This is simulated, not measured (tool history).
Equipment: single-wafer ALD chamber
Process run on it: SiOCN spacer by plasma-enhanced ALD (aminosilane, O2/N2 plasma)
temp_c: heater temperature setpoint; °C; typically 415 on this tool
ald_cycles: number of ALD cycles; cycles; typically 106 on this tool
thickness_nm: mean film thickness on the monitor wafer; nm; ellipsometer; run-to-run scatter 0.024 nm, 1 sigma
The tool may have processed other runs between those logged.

| run | hour | temp_c | ald_cycles | wafers since the last listed run | hours since the last thermocouple change | hours since the gauge calibration | read-back reference wafer on the same gauge, thickness_nm | thickness_nm |
|---|---|---|---|---|---|---|---|---|
| 1 | 0 | 415 | 102 | 0 | 2062 | 675.6 | 6.247 | 5.63 |
| 2 | 35.3 | 415 | 121 | 104 | 2097.3 | 710.9 | 6.241 | 6.647 |
| 3 | 171.4 | 415 | 121 | 402 | 2233.4 | 847 | 6.241 | 6.627 |
| 4 | 226.6 | 415 | 121 | 163 | 2288.6 | 902.2 | 6.251 | 6.67 |
| 5 | 253.3 | 415 | 106 | 78 | 2315.3 | 928.9 | 6.229 | 5.859 |
| 6 | 316.7 | 415 | 106 | 187 | 2378.7 | 992.3 | 6.244 | 5.852 |
| 7 | 366.6 | 415 | 106 | 147 | 2428.6 | 1042.2 | 6.232 | 5.873 |
| 8 | 417 | 415 | 106 | 148 | 2479 | 1092.6 | 6.238 | 5.866 |
| 9 | 465.4 | 424 | 106 | 142 | 2527.4 | 1141 | 6.242 | 5.728 |
| 10 | 515.6 | 424 | 106 | 148 | 2577.6 | 1191.2 | 6.23 | 5.681 |
| 11 | 575.2 | 415 | 106 | 176 | 2637.2 | 1250.8 | 6.249 | 5.811 |
| 12 | 646.4 | 415 | 106 | 210 | 2708.4 | 1322 | 6.232 | 5.864 |
| 13 | 680.2 | 415 | 106 | 99 | 2742.2 | 1355.8 | 6.234 | 5.872 |
| 14 | 732.7 | 415 | 106 | 155 | 2794.7 | 1408.3 | 6.231 | 5.833 |
| 15 | 792.6 | 415 | 106 | 176 | 2854.6 | 1468.2 | 6.241 | 5.831 |
| 16 | 849.8 | 415 | 106 | 168 | 2911.8 | 1525.4 | 6.243 | 5.885 |
| 17 | 901.3 | 415 | 106 | 152 | 2963.3 | 1576.9 | 6.249 | 5.853 |
|  | 926 | gauge calibrated |
| 18 | 936.4 | 415 | 106 | 103 | 2998.4 | 10.4 | 6.229 | 5.862 |
| 19 | 965.9 | 415 | 106 | 87 | 3027.9 | 39.9 | 6.244 | 5.817 |
| 20 | 1020.2 | 415 | 106 | 160 | 3082.2 | 94.2 | 6.236 | 5.831 |
| 21 | 1069.3 | 405 | 106 | 145 | 3131.3 | 143.3 | 6.226 | 6.021 |
| 22 | 1095.4 | 419 | 122 | 77 | 3157.4 | 169.4 | 6.225 | 6.597 |
|  | 1113.9 | thermocouple changed; heater temperature recalibrated |
| 23 | 1136.1 | 404 | 117 | 96 | 22.2 | 210.1 | 6.229 | 6.694 |
| 24 | 1171.6 | 408 | 112 | 104 | 57.7 | 245.6 | 6.234 | 6.316 |
| 25 | 1217.5 | 421 | 99 | 135 | 103.6 | 291.5 | 6.237 | 5.373 |
| 26 | 1255.4 | 425 | 112 | 111 | 141.5 | 329.4 | 6.221 | 5.993 |
| 27 | 1289.7 | 403 | 94 | 101 | 175.8 | 363.7 | 6.24 | 5.348 |
| 28 | 1315.7 | 415 | 106 | 76 | 201.8 | 389.7 | 6.239 | 5.855 |
| 29 | 1385.3 | 404 | 123 | 205 | 271.4 | 459.3 | 6.226 | 7.08 |
| 30 | 1449.8 | 426 | 106 | 190 | 335.9 | 523.8 | 6.244 | 5.626 |
| 31 | 1507.2 | 410 | 106 | 169 | 393.3 | 581.2 | 6.243 | 5.939 |
| 32 | 1717.7 | 415 | 106 | 621 | 603.8 | 791.7 | 6.243 | 5.822 |
| 33 | 1760.3 | 415 | 106 | 125 | 646.4 | 834.3 | 6.235 | 5.844 |
| 34 | 1814.8 | 426 | 120 | 160 | 700.9 | 888.8 | 6.252 | 6.401 |
| 35 | 1849.1 | 408 | 113 | 101 | 735.2 | 923.1 | 6.238 | 6.381 |
| 36 | 1904.7 | 403 | 113 | 164 | 790.8 | 978.7 | 6.239 | 6.506 |
| 37 | 1959.2 | 415 | 106 | 160 | 845.3 | 1033.2 | 6.24 | 5.81 |
| 38 | 1987.3 | 402 | 87 | 83 | 873.4 | 1061.3 | 6.246 | 4.976 |
| 39 | 2022.1 | 404 | 122 | 102 | 908.2 | 1096.1 | 6.238 | 6.905 |
| 40 | 2077.7 | 415 | 106 | 164 | 963.8 | 1151.7 | 6.245 | 5.855 |
| 41 | 2118.5 | 403 | 113 | 120 | 1004.6 | 1192.5 | 6.227 | 6.432 |
| 42 | 2167 | 401 | 106 | 143 | 1053.1 | 1241 | 6.234 | 6.093 |
| 43 | 2235 | 415 | 106 | 200 | 1121.1 | 1309 | 6.243 | 5.82 |

What if the next run were any one of these 4? Each begins from the tool's condition after run 43:
| A | 2235.6 | 415 | 106 | 1 | 1121.7 | 1309.6 | ? | ? |
| B | 2235.6 | 422 | 115 | 1 | 1121.7 | 1309.6 | ? | ? |
| C | 2235.6 | 409 | 92 | 1 | 1121.7 | 1309.6 | ? | ? |
| D | 2235.6 | 423 | 126 | 1 | 1121.7 | 1309.6 | ? | ? |

| run | read-back reference wafer on the same gauge, thickness_nm | thickness_nm |
|---|---|---|
| A | 6.237 | 5.865 |
| B | 6.237 | 6.228 |
| C | 6.237 | 5.183 |
| D | 6.237 | 6.803 |
The same runs, with their run-to-run variation unchanged, on a tool lacking any hidden condition would have given:
| run | thickness_nm |
|---|---|
| A | 5.865 |
| B | 6.228 |
| C | 5.183 |
| D | 6.803 |
